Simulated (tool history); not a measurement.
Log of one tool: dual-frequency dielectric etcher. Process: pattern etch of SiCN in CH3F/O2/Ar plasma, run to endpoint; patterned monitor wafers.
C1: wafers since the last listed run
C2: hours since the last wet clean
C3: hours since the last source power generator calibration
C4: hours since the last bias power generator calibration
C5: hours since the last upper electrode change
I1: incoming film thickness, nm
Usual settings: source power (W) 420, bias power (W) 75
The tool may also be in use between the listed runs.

Run 1, day 0.000: usual settings but source power (W) 390; C1 0; C2 63.7; C3 424.7; C4 1757.7; C5 3270.9; I1 11.14. Result: endpoint time (s) 27.2.
Run 2, day 2.446: usual settings but bias power (W) 85; C1 1064; C2 122.4; C3 483.4; C4 1816.4; C5 3329.6; I1 11.07. Result: endpoint time (s) 24.7.
Run 3, day 4.829: usual settings; C1 1037; C2 179.6; C3 540.6; C4 1873.6; C5 3386.8; I1 11.24. Result: endpoint time (s) 26.3.
Run 4, day 6.121: usual settings; C1 562; C2 210.6; C3 571.6; C4 1904.6; C5 3417.8; I1 11.07. Result: endpoint time (s) 25.3.
Run 5, day 8.942: usual settings; C1 1228; C2 278.3; C3 639.3; C4 1972.3; C5 3485.5; I1 11.10. Result: endpoint time (s) 25.5.
Run 6, day 10.350: usual settings but source power (W) 450; C1 613; C2 312.1; C3 673.1; C4 2006.1; C5 3519.3; I1 11.06. Result: endpoint time (s) 24.8.
Run 7, day 12.462: usual settings but source power (W) 450; C1 919; C2 362.8; C3 723.8; C4 2056.8; C5 3570.0; I1 11.16. Result: endpoint time (s) 24.6.
Run 8, day 13.758: usual settings; C1 564; C2 393.9; C3 754.9; C4 2087.9; C5 3601.1; I1 11.10. Result: endpoint time (s) 24.8.
At day 15.154: wet clean of the chamber.
At day 15.404: upper electrode replaced.
Run 9, day 15.425: usual settings but source power (W) 370, bias power (W) 65; C1 180; C2 6.5; C3 794.9; C4 2127.9; C5 0.5; I1 11.09. Result: endpoint time (s) 28.4.
Run 10, day 18.079: usual settings but source power (W) 370, bias power (W) 65; C1 1155; C2 70.2; C3 858.6; C4 2191.6; C5 64.2; I1 11.18. Result: endpoint time (s) 28.2.
Run 11, day 20.496: usual settings but source power (W) 400; C1 1052; C2 128.2; C3 916.6; C4 2249.6; C5 122.2; I1 11.02. Result: endpoint time (s) 26.1.
Run 12, day 21.658: usual settings but source power (W) 400; C1 506; C2 156.1; C3 944.5; C4 2277.5; C5 150.1; I1 10.95. Result: endpoint time (s) 25.5.
Run 13, day 24.654: usual settings; C1 1304; C2 228.0; C3 1016.4; C4 2349.4; C5 222.0; I1 11.11. Result: endpoint time (s) 25.2.
Run 14, day 26.104: usual settings; C1 631; C2 262.8; C3 1051.2; C4 2384.2; C5 256.8; I1 10.95. Result: endpoint time (s) 24.8.
Run 15, day 28.279: usual settings but source power (W) 370; C1 946; C2 315.0; C3 1103.4; C4 2436.4; C5 309.0; I1 11.07. Result: endpoint time (s) 26.2.
Run 16, day 31.104: usual settings but source power (W) 380, bias power (W) 86; C1 1229; C2 382.8; C3 1171.2; C4 2504.2; C5 376.8; I1 11.14. Result: endpoint time (s) 24.9.
Run 17, day 33.779: usual settings but source power (W) 370, bias power (W) 56; C1 1164; C2 447.0; C3 1235.4; C4 2568.4; C5 441.0; I1 11.10. Result: endpoint time (s) 28.2.
Run 18, day 34.788: usual settings; C1 438; C2 471.2; C3 1259.6; C4 2592.6; C5 465.2; I1 11.06. Result: endpoint time (s) 24.8.
At day 35.317: bias power generator calibrated.
At day 36.292: wet clean of the chamber.
Run 19, day 37.604: usual settings but source power (W) 390, bias power (W) 62; C1 728; C2 31.5; C3 1327.2; C4 54.9; C5 532.8; I1 11.05. Result: endpoint time (s) 28.2.
Run 20, day 39.138: usual settings but source power (W) 360, bias power (W) 89; C1 667; C2 68.3; C3 1364.0; C4 91.7; C5 569.6; I1 11.04. Result: endpoint time (s) 26.1.
At day 40.504: source power generator calibrated.
Run 21, day 40.525: usual settings but source power (W) 490, bias power (W) 91; C1 531; C2 101.6; C3 0.5; C4 125.0; C5 602.9; I1 11.06. Result: endpoint time (s) 23.4.
Run 22, day 42.554: usual settings; C1 883; C2 150.3; C3 49.2; C4 173.7; C5 651.6; I1 11.03. Result: endpoint time (s) 25.7.
Run 23, day 44.800: usual settings; C1 977; C2 204.2; C3 103.1; C4 227.6; C5 705.5; I1 11.20. Result: endpoint time (s) 25.8.
Run 24, day 47.488: usual settings but source power (W) 330; C1 1169; C2 268.7; C3 167.6; C4 292.1; C5 770.0; I1 11.06. Result: endpoint time (s) 27.5.
Run 25, day 49.062: usual settings but source power (W) 380, bias power (W) 63; C1 685; C2 306.5; C3 205.4; C4 329.9; C5 807.8; I1 11.07. Result: endpoint time (s) 27.5.
Run 26, day 51.475: usual settings but bias power (W) 81; C1 1050; C2 364.4; C3 263.3; C4 387.8; C5 865.7; I1 11.04. Result: endpoint time (s) 24.5.
Run 27, day 52.929: usual settings but source power (W) 380; C1 633; C2 399.3; C3 298.2; C4 422.7; C5 900.6; I1 11.15. Result: endpoint time (s) 26.4.
Run 28, day 54.046: usual settings but source power (W) 460; C1 486; C2 426.1; C3 325.0; C4 449.5; C5 927.4; I1 11.14. Result: endpoint time (s) 24.7.
At day 55.729: wet clean of the chamber.
Run 29, day 55.842: usual settings but source power (W) 360, bias power (W) 93; C1 346; C2 2.7; C3 368.1; C4 492.6; C5 970.5; I1 10.90. Result: endpoint time (s) 25.3.
Run 30, day 57.042: usual settings but source power (W) 470, bias power (W) 69; C1 522; C2 31.5; C3 396.9; C4 521.4; C5 999.3; I1 11.15. Result: endpoint time (s) 26.1.
Run 31, day 58.217: usual settings but source power (W) 460, bias power (W) 61; C1 511; C2 59.7; C3 425.1; C4 549.6; C5 1027.5; I1 11.05. Result: endpoint time (s) 26.8.
Run 32, day 59.804: usual settings; C1 691; C2 97.8; C3 463.2; C4 587.7; C5 1065.6; I1 11.08. Result: endpoint time (s) 26.0.
Run 33, day 60.904: usual settings but bias power (W) 65; C1 478; C2 124.2; C3 489.6; C4 614.1; C5 1092.0; I1 11.07. Result: endpoint time (s) 26.9.
Run 34, day 63.738: usual settings but source power (W) 500; C1 1233; C2 192.2; C3 557.6; C4 682.1; C5 1160.0; I1 10.92. Result: endpoint time (s) 23.8.
Run 35, day 65.604: usual settings but source power (W) 480, bias power (W) 68; C1 812; C2 237.0; C3 602.4; C4 726.9; C5 1204.8; I1 11.15. Result: endpoint time (s) 25.3.

4 ways to go on from here, each from the tool as it stands after run 35. What would each give?
Run A, day 65.621: usual settings; C1 7; C2 237.4; C3 602.8; C4 727.3; C5 1205.2; I1 11.13. Result: endpoint time (s) ?.
Run B, day 65.621: usual settings but source power (W) 470, bias power (W) 81; C1 7; C2 237.4; C3 602.8; C4 727.3; C5 1205.2; I1 11.13. Result: endpoint time (s) ?.
Run C, day 65.621: usual settings but source power (W) 370, bias power (W) 62; C1 7; C2 237.4; C3 602.8; C4 727.3; C5 1205.2; I1 11.13. Result: endpoint time (s) ?.
Run D, day 65.621: usual settings but bias power (W) 60; C1 7; C2 237.4; C3 602.8; C4 727.3; C5 1205.2; I1 11.13. Result: endpoint time (s) ?.

run  endpoint time (s)
  A               26.0
  B               24.5
  C               28.6
  D               27.7
Without the tool's hidden state the same runs would have given:
run  endpoint time (s)
  A               26.5
  B               25.0
  C               29.1
  D               28.2

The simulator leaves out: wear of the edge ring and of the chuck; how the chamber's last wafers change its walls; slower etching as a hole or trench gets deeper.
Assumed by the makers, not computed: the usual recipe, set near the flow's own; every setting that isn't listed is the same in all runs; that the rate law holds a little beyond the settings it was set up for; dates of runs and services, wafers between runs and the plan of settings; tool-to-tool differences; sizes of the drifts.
